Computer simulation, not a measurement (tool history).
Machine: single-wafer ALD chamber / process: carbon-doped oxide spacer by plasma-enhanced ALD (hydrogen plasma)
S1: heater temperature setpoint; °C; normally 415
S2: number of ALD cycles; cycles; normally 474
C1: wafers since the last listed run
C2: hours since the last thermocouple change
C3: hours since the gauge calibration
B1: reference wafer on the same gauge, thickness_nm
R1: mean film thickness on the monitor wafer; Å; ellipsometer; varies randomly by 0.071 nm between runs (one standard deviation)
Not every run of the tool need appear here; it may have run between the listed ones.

| run | hour | S1 | S2 | C1 | C2 | C3 | B1 | R1 |
|---|---|---|---|---|---|---|---|---|
| 1 | 0 | 408 | 474 | 0 | 1103.8 | 985.9 | 23.029 | 213.54 |
| 2 | 62.9 | 408 | 474 | 51 | 1166.7 | 1048.8 | 23.004 | 213.55 |
|  | 226.9 | thermocouple changed; heater temperature recalibrated |
| 3 | 257.3 | 408 | 474 | 153 | 30.4 | 1243.2 | 22.995 | 216.9 |
| 4 | 324.1 | 415 | 474 | 55 | 97.2 | 1310 | 23.007 | 211.96 |
| 5 | 383.2 | 415 | 474 | 48 | 156.3 | 1369.1 | 22.976 | 211.14 |
| 6 | 467.2 | 415 | 474 | 69 | 240.3 | 1453.1 | 23.004 | 209.85 |
| 7 | 551.3 | 415 | 474 | 69 | 324.4 | 1537.2 | 22.989 | 211.1 |
| 8 | 815.3 | 415 | 474 | 217 | 588.4 | 1801.2 | 22.978 | 209.29 |
| 9 | 896.2 | 415 | 474 | 66 | 669.3 | 1882.1 | 23.005 | 209.8 |
| 10 | 942.8 | 415 | 546 | 38 | 715.9 | 1928.7 | 23.008 | 241.65 |
| 11 | 1033 | 415 | 546 | 74 | 806.1 | 2018.9 | 23.017 | 240.98 |
| 12 | 1095.2 | 415 | 546 | 51 | 868.3 | 2081.1 | 23.001 | 241.89 |
| 13 | 1200.1 | 415 | 494 | 86 | 973.2 | 2186 | 23.012 | 218.74 |
| 14 | 1285.2 | 415 | 494 | 70 | 1058.3 | 2271.1 | 22.988 | 217.31 |
| 15 | 1392.4 | 415 | 474 | 88 | 1165.5 | 2378.3 | 23.001 | 209.04 |
| 16 | 1496.8 | 402 | 533 | 86 | 1269.9 | 2482.7 | 23.005 | 243.69 |
| 17 | 1602 | 425 | 538 | 86 | 1375.1 | 2587.9 | 22.971 | 228.75 |
|  | 1626.1 | thermocouple changed; heater temperature recalibrated |
| 18 | 1702 | 427 | 426 | 75 | 75.9 | 2687.9 | 22.965 | 184.82 |
|  | 1714.3 | gauge calibrated |
| 19 | 1801.4 | 415 | 474 | 81 | 175.3 | 87.1 | 23.002 | 209.8 |
| 20 | 1894.9 | 424 | 524 | 77 | 268.8 | 180.6 | 23.018 | 227.08 |
| 21 | 2001 | 415 | 474 | 87 | 374.9 | 286.7 | 23.001 | 210.34 |
| 22 | 2061.7 | 415 | 526 | 50 | 435.6 | 347.4 | 23.019 | 232.91 |
| 23 | 2099 | 415 | 474 | 30 | 472.9 | 384.7 | 22.995 | 209.5 |
| 24 | 2202.7 | 410 | 516 | 85 | 576.6 | 488.4 | 22.997 | 231.93 |
| 25 | 2260.6 | 428 | 558 | 47 | 634.5 | 546.3 | 22.992 | 238.09 |
| 26 | 2367.1 | 415 | 474 | 87 | 741 | 652.8 | 23.018 | 209.7 |
| 27 | 2422.4 | 401 | 474 | 45 | 796.3 | 708.1 | 23.008 | 216.86 |
| 28 | 2502.1 | 415 | 564 | 65 | 876 | 787.8 | 23.001 | 248.72 |

For each run, what was the tool's unlogged condition?
gauge reads high (%): 0 on each run
H1: wafer temperature above the value expected at the setpoint (K)
| run | H1 |
|---|---|
| 1 | 4.93 |
| 2 | 4.99 |
| 3 | -0.324 |
| 4 | 0.552 |
| 5 | 1.22 |
| 6 | 2.01 |
| 7 | 2.66 |
| 8 | 4.02 |
| 9 | 4.29 |
| 10 | 4.43 |
| 11 | 4.65 |
| 12 | 4.77 |
| 13 | 4.94 |
| 14 | 5.06 |
| 15 | 5.17 |
| 16 | 5.25 |
| 17 | 5.32 |
| 18 | 1.04 |
| 19 | 2.17 |
| 20 | 3 |
| 21 | 3.75 |
| 22 | 4.1 |
| 23 | 4.29 |
| 24 | 4.73 |
| 25 | 4.94 |
| 26 | 5.25 |
| 27 | 5.38 |
| 28 | 5.54 |
